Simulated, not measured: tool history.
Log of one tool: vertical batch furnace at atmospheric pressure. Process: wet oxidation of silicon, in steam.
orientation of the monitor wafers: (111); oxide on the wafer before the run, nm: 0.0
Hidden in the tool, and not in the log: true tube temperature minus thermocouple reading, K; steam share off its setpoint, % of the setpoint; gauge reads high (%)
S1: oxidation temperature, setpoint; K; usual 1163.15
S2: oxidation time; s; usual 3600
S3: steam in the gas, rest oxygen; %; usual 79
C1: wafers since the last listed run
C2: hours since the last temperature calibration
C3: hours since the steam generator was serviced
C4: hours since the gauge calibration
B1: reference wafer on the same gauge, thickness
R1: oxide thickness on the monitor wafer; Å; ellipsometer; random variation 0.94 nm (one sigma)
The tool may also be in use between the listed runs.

run 1 hour=0 | S1=1163.15 S2=3600 S3=79 | C1=0 C2=2406.9 C3=492.6 C4=759.8 | B1=129.16 | R1=1492
run 2 hour=29.9 | S1=1163.15 S2=3600 S3=79 | C1=541 C2=2436.8 C3=522.5 C4=789.7 | B1=128.95 | R1=1518.2
run 3 hour=60.3 | S1=1155.15 S2=4620 S3=79 | C1=550 C2=2467.2 C3=552.9 C4=820.1 | B1=128.49 | R1=1696.2
run 4 hour=92.5 | S1=1163.15 S2=3600 S3=79 | C1=583 C2=2499.4 C3=585.1 C4=852.3 | B1=128.71 | R1=1507.8
run 5 hour=114 | S1=1163.15 S2=3600 S3=79 | C1=389 C2=2520.9 C3=606.6 C4=873.8 | B1=128.39 | R1=1508.2
run 6 hour=148.1 | S1=1163.15 S2=3600 S3=79 | C1=617 C2=2555 C3=640.7 C4=907.9 | B1=128.37 | R1=1482.8
run 7 hour=176.2 | S1=1177.15 S2=3600 S3=88 | C1=508 C2=2583.1 C3=668.8 C4=936 | B1=128.03 | R1=1940.2
run 8 hour=210.7 | S1=1177.15 S2=3600 S3=88 | C1=624 C2=2617.6 C3=703.3 C4=970.5 | B1=127.7 | R1=1920.7
run 9 hour=245.1 | S1=1177.15 S2=3600 S3=88 | C1=622 C2=2652 C3=737.7 C4=1004.9 | B1=127.63 | R1=1939.3
run 10 hour=260.8 | S1=1144.15 S2=3600 S3=79 | C1=284 C2=2667.7 C3=753.4 C4=1020.6 | B1=127.77 | R1=1148.6
run 11 hour=284.2 | S1=1144.15 S2=3600 S3=79 | C1=423 C2=2691.1 C3=776.8 C4=1044 | B1=127.68 | R1=1141
run 12 hour=304.9 | S1=1144.15 S2=3600 S3=79 | C1=374 C2=2711.8 C3=797.5 C4=1064.7 | B1=127.33 | R1=1129.1
run 13 hour=329.7 | S1=1158.15 S2=3600 S3=79 | C1=449 C2=2736.6 C3=822.3 C4=1089.5 | B1=127.39 | R1=1382.1
-- hour=334.2 gauge calibrated
run 14 hour=361 | S1=1163.15 S2=3600 S3=79 | C1=566 C2=2767.9 C3=853.6 C4=26.8 | B1=134.06 | R1=1576.2
run 15 hour=382 | S1=1163.15 S2=3600 S3=79 | C1=380 C2=2788.9 C3=874.6 C4=47.8 | B1=134.6 | R1=1573.4
run 16 hour=423.3 | S1=1163.15 S2=3600 S3=79 | C1=747 C2=2830.2 C3=915.9 C4=89.1 | B1=134.07 | R1=1578.7
run 17 hour=454.4 | S1=1163.15 S2=3600 S3=86 | C1=563 C2=2861.3 C3=947 C4=120.2 | B1=133.88 | R1=1695.1
run 18 hour=467.7 | S1=1163.15 S2=3600 S3=86 | C1=240 C2=2874.6 C3=960.3 C4=133.5 | B1=133.64 | R1=1678
run 19 hour=492.8 | S1=1163.15 S2=3600 S3=86 | C1=454 C2=2899.7 C3=985.4 C4=158.6 | B1=133.89 | R1=1699.1
run 20 hour=528.2 | S1=1163.15 S2=2070 S3=73 | C1=640 C2=2935.1 C3=1020.8 C4=194 | B1=133.56 | R1=895.3
run 21 hour=542.9 | S1=1163.15 S2=3600 S3=79 | C1=266 C2=2949.8 C3=1035.5 C4=208.7 | B1=133.79 | R1=1564
-- hour=583.7 thermocouples replaced and temperature profile calibrated
run 22 hour=584.2 | S1=1182.15 S2=3600 S3=79 | C1=313 C2=0.5 C3=1076.8 C4=250 | B1=133.39 | R1=1962.9
run 23 hour=601.7 | S1=1143.15 S2=3600 S3=79 | C1=316 C2=18 C3=1094.3 C4=267.5 | B1=133.15 | R1=1174.7
run 24 hour=633.8 | S1=1188.15 S2=4320 S3=83 | C1=581 C2=50.1 C3=1126.4 C4=299.6 | B1=132.6 | R1=2503
run 25 hour=646.9 | S1=1163.15 S2=3600 S3=79 | C1=237 C2=63.2 C3=1139.5 C4=312.7 | B1=132.59 | R1=1549.3
-- hour=699.4 steam generator serviced
run 26 hour=699.9 | S1=1181.15 S2=3600 S3=79 | C1=525 C2=116.2 C3=0.5 C4=365.7 | B1=132.64 | R1=1946.5
run 27 hour=704 | S1=1163.15 S2=5100 S3=84 | C1=74 C2=120.3 C3=4.6 C4=369.8 | B1=132.71 | R1=2185.6
run 28 hour=717.9 | S1=1138.15 S2=4590 S3=79 | C1=251 C2=134.2 C3=18.5 C4=383.7 | B1=132.17 | R1=1341.5
run 29 hour=735.9 | S1=1181.15 S2=3600 S3=89 | C1=325 C2=152.2 C3=36.5 C4=401.7 | B1=132.26 | R1=2133.3
run 30 hour=765.5 | S1=1180.15 S2=4530 S3=84 | C1=535 C2=181.8 C3=66.1 C4=431.3 | B1=132.02 | R1=2418.8
run 31 hour=793.4 | S1=1155.15 S2=3600 S3=79 | C1=505 C2=209.7 C3=94 C4=459.2 | B1=131.85 | R1=1388.6

Forecast run 32:
run 32 hour=807.8 | S1=1163.15 S2=3600 S3=79 | C1=260 C2=224.1 C3=108.4 C4=473.6 | B1=? | R1=?

{"run 32": {"B1": 132.26, "R1": 1547.1}}
Without the tool's hidden state the same run would have given R1 1571.1 Å.
